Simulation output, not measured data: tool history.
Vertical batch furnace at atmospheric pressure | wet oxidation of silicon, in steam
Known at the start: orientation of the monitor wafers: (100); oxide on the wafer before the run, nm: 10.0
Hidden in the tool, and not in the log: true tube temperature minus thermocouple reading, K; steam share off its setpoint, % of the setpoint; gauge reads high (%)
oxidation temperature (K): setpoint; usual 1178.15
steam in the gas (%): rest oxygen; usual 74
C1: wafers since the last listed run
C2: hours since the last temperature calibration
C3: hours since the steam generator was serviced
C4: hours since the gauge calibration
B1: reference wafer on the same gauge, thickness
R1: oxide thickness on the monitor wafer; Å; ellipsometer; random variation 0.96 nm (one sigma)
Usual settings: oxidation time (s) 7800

run 1 hour=0.0 | oxidation_temperature_(K)=1178.15 oxidation_time_(s)=7800 steam_in_the_gas_(%)=74 | C1=0 C2=2318.2 C3=1500.3 C4=2559.2 | B1=316.97 | R1=2801.2
run 2 hour=49.4 | oxidation_temperature_(K)=1178.15 oxidation_time_(s)=7800 steam_in_the_gas_(%)=74 | C1=404 C2=2367.6 C3=1549.7 C4=2608.6 | B1=317.21 | R1=2810.1
run 3 hour=148.1 | oxidation_temperature_(K)=1170.15 oxidation_time_(s)=7800 steam_in_the_gas_(%)=74 | C1=807 C2=2466.3 C3=1648.4 C4=2707.3 | B1=316.78 | R1=2542.1
run 4 hour=234.2 | oxidation_temperature_(K)=1170.15 oxidation_time_(s)=7800 steam_in_the_gas_(%)=74 | C1=704 C2=2552.4 C3=1734.5 C4=2793.4 | B1=317.27 | R1=2549.9
run 5 hour=328.1 | oxidation_temperature_(K)=1170.15 oxidation_time_(s)=7800 steam_in_the_gas_(%)=74 | C1=768 C2=2646.3 C3=1828.4 C4=2887.3 | B1=317.13 | R1=2545.4
run 6 hour=532.1 | oxidation_temperature_(K)=1178.15 oxidation_time_(s)=7800 steam_in_the_gas_(%)=74 | C1=1669 C2=2850.3 C3=2032.4 C4=3091.3 | B1=316.91 | R1=2793.3
run 7 hour=627.3 | oxidation_temperature_(K)=1178.15 oxidation_time_(s)=7800 steam_in_the_gas_(%)=74 | C1=779 C2=2945.5 C3=2127.6 C4=3186.5 | B1=316.76 | R1=2821.2
run 8 hour=725.2 | oxidation_temperature_(K)=1178.15 oxidation_time_(s)=7800 steam_in_the_gas_(%)=74 | C1=801 C2=3043.4 C3=2225.5 C4=3284.4 | B1=316.77 | R1=2809.7
run 9 hour=818.6 | oxidation_temperature_(K)=1178.15 oxidation_time_(s)=7800 steam_in_the_gas_(%)=71 | C1=764 C2=3136.8 C3=2318.9 C4=3377.8 | B1=317.25 | R1=2708.6
run 10 hour=860.7 | oxidation_temperature_(K)=1178.15 oxidation_time_(s)=7800 steam_in_the_gas_(%)=71 | C1=344 C2=3178.9 C3=2361.0 C4=3419.9 | B1=316.53 | R1=2712.6
run 11 hour=926.3 | oxidation_temperature_(K)=1178.15 oxidation_time_(s)=7800 steam_in_the_gas_(%)=71 | C1=536 C2=3244.5 C3=2426.6 C4=3485.5 | B1=317.30 | R1=2708.8
run 12 hour=976.6 | oxidation_temperature_(K)=1178.15 oxidation_time_(s)=7800 steam_in_the_gas_(%)=74 | C1=411 C2=3294.8 C3=2476.9 C4=3535.8 | B1=316.78 | R1=2809.3
run 13 hour=1017.8 | oxidation_temperature_(K)=1178.15 oxidation_time_(s)=7800 steam_in_the_gas_(%)=74 | C1=337 C2=3336.0 C3=2518.1 C4=3577.0 | B1=317.20 | R1=2804.0
run 14 hour=1108.8 | oxidation_temperature_(K)=1178.15 oxidation_time_(s)=7800 steam_in_the_gas_(%)=74 | C1=744 C2=3427.0 C3=2609.1 C4=3668.0 | B1=316.72 | R1=2807.3
run 15 hour=1151.9 | oxidation_temperature_(K)=1178.15 oxidation_time_(s)=10590 steam_in_the_gas_(%)=78 | C1=352 C2=3470.1 C3=2652.2 C4=3711.1 | B1=316.87 | R1=3746.1
-- hour=1216.6 gauge calibrated
run 16 hour=1252.3 | oxidation_temperature_(K)=1178.15 oxidation_time_(s)=10590 steam_in_the_gas_(%)=78 | C1=821 C2=3570.5 C3=2752.6 C4=35.7 | B1=317.14 | R1=3717.5
run 17 hour=1343.1 | oxidation_temperature_(K)=1178.15 oxidation_time_(s)=10590 steam_in_the_gas_(%)=78 | C1=743 C2=3661.3 C3=2843.4 C4=126.5 | B1=316.64 | R1=3744.7
-- hour=1415.4 thermocouples replaced and temperature profile calibrated
run 18 hour=1417.7 | oxidation_temperature_(K)=1178.15 oxidation_time_(s)=5130 steam_in_the_gas_(%)=74 | C1=414 C2=2.3 C3=2918.0 C4=201.1 | B1=316.90 | R1=1986.6
run 19 hour=1467.6 | oxidation_temperature_(K)=1178.15 oxidation_time_(s)=5130 steam_in_the_gas_(%)=74 | C1=408 C2=52.2 C3=2967.9 C4=251.0 | B1=316.83 | R1=1995.3
run 20 hour=1567.6 | oxidation_temperature_(K)=1178.15 oxidation_time_(s)=7800 steam_in_the_gas_(%)=74 | C1=818 C2=152.2 C3=3067.9 C4=351.0 | B1=317.59 | R1=2812.4
run 21 hour=1627.1 | oxidation_temperature_(K)=1186.15 oxidation_time_(s)=9660 steam_in_the_gas_(%)=74 | C1=486 C2=211.7 C3=3127.4 C4=410.5 | B1=317.49 | R1=3637.0
run 22 hour=1701.0 | oxidation_temperature_(K)=1178.15 oxidation_time_(s)=7800 steam_in_the_gas_(%)=66 | C1=604 C2=285.6 C3=3201.3 C4=484.4 | B1=316.63 | R1=2553.7
run 23 hour=1742.0 | oxidation_temperature_(K)=1178.15 oxidation_time_(s)=7800 steam_in_the_gas_(%)=66 | C1=335 C2=326.6 C3=3242.3 C4=525.4 | B1=317.32 | R1=2568.7
-- hour=1806.3 steam generator serviced
run 24 hour=1933.6 | oxidation_temperature_(K)=1178.15 oxidation_time_(s)=7800 steam_in_the_gas_(%)=74 | C1=1371 C2=518.2 C3=127.3 C4=717.0 | B1=316.66 | R1=2814.0
run 25 hour=2002.2 | oxidation_temperature_(K)=1171.15 oxidation_time_(s)=9240 steam_in_the_gas_(%)=74 | C1=561 C2=586.8 C3=195.9 C4=785.6 | B1=317.30 | R1=2955.6
run 26 hour=2102.2 | oxidation_temperature_(K)=1178.15 oxidation_time_(s)=7800 steam_in_the_gas_(%)=66 | C1=818 C2=686.8 C3=295.9 C4=885.6 | B1=317.10 | R1=2578.5
run 27 hour=2175.7 | oxidation_temperature_(K)=1188.15 oxidation_time_(s)=7800 steam_in_the_gas_(%)=71 | C1=601 C2=760.3 C3=369.4 C4=959.1 | B1=316.81 | R1=3018.1
run 28 hour=2274.2 | oxidation_temperature_(K)=1178.15 oxidation_time_(s)=4260 steam_in_the_gas_(%)=63 | C1=806 C2=858.8 C3=467.9 C4=1057.6 | B1=316.35 | R1=1491.3
run 29 hour=2353.0 | oxidation_temperature_(K)=1196.15 oxidation_time_(s)=11580 steam_in_the_gas_(%)=66 | C1=644 C2=937.6 C3=546.7 C4=1136.4 | B1=316.60 | R1=4189.9
run 30 hour=2408.4 | oxidation_temperature_(K)=1161.15 oxidation_time_(s)=4440 steam_in_the_gas_(%)=74 | C1=453 C2=993.0 C3=602.1 C4=1191.8 | B1=316.79 | R1=1405.2
run 31 hour=2452.6 | oxidation_temperature_(K)=1196.15 oxidation_time_(s)=6690 steam_in_the_gas_(%)=83 | C1=361 C2=1037.2 C3=646.3 C4=1236.0 | B1=317.14 | R1=3271.8
run 32 hour=2527.7 | oxidation_temperature_(K)=1188.15 oxidation_time_(s)=7800 steam_in_the_gas_(%)=80 | C1=614 C2=1112.3 C3=721.4 C4=1311.1 | B1=317.15 | R1=3322.2
run 33 hour=2630.2 | oxidation_temperature_(K)=1178.15 oxidation_time_(s)=7800 steam_in_the_gas_(%)=74 | C1=838 C2=1214.8 C3=823.9 C4=1413.6 | B1=317.26 | R1=2811.6
run 34 hour=2716.7 | oxidation_temperature_(K)=1178.15 oxidation_time_(s)=6780 steam_in_the_gas_(%)=74 | C1=707 C2=1301.3 C3=910.4 C4=1500.1 | B1=317.67 | R1=2502.3
run 35 hour=2763.4 | oxidation_temperature_(K)=1178.15 oxidation_time_(s)=7800 steam_in_the_gas_(%)=64 | C1=382 C2=1348.0 C3=957.1 C4=1546.8 | B1=316.89 | R1=2494.7
run 36 hour=2816.6 | oxidation_temperature_(K)=1169.15 oxidation_time_(s)=4260 steam_in_the_gas_(%)=82 | C1=435 C2=1401.2 C3=1010.3 C4=1600.0 | B1=316.89 | R1=1645.1
run 37 hour=2913.2 | oxidation_temperature_(K)=1178.15 oxidation_time_(s)=6300 steam_in_the_gas_(%)=69 | C1=790 C2=1497.8 C3=1106.9 C4=1696.6 | B1=317.22 | R1=2225.2
run 38 hour=2956.3 | oxidation_temperature_(K)=1171.15 oxidation_time_(s)=7800 steam_in_the_gas_(%)=74 | C1=352 C2=1540.9 C3=1150.0 C4=1739.7 | B1=316.80 | R1=2566.8

Forecast each of these 4 alternatives for the next run:
run A hour=2963.2 | oxidation_temperature_(K)=1178.15 oxidation_time_(s)=7800 steam_in_the_gas_(%)=84 | C1=56 C2=1547.8 C3=1156.9 C4=1746.6 | B1=? | R1=?
run B hour=2963.2 | oxidation_temperature_(K)=1198.15 oxidation_time_(s)=4890 steam_in_the_gas_(%)=81 | C1=56 C2=1547.8 C3=1156.9 C4=1746.6 | B1=? | R1=?
run C hour=2963.2 | oxidation_temperature_(K)=1172.15 oxidation_time_(s)=11340 steam_in_the_gas_(%)=74 | C1=56 C2=1547.8 C3=1156.9 C4=1746.6 | B1=? | R1=?
run D hour=2963.2 | oxidation_temperature_(K)=1189.15 oxidation_time_(s)=5820 steam_in_the_gas_(%)=66 | C1=56 C2=1547.8 C3=1156.9 C4=1746.6 | B1=? | R1=?

run=A B1=316.89 R1=3120.7
run=B B1=316.89 R1=2573.0
run=C B1=316.89 R1=3547.4
run=D B1=316.89 R1=2287.0
Without the tool's hidden state the same runs would have given:
run=A R1=3120.7
run=B R1=2573.0
run=C R1=3547.4
run=D R1=2287.0

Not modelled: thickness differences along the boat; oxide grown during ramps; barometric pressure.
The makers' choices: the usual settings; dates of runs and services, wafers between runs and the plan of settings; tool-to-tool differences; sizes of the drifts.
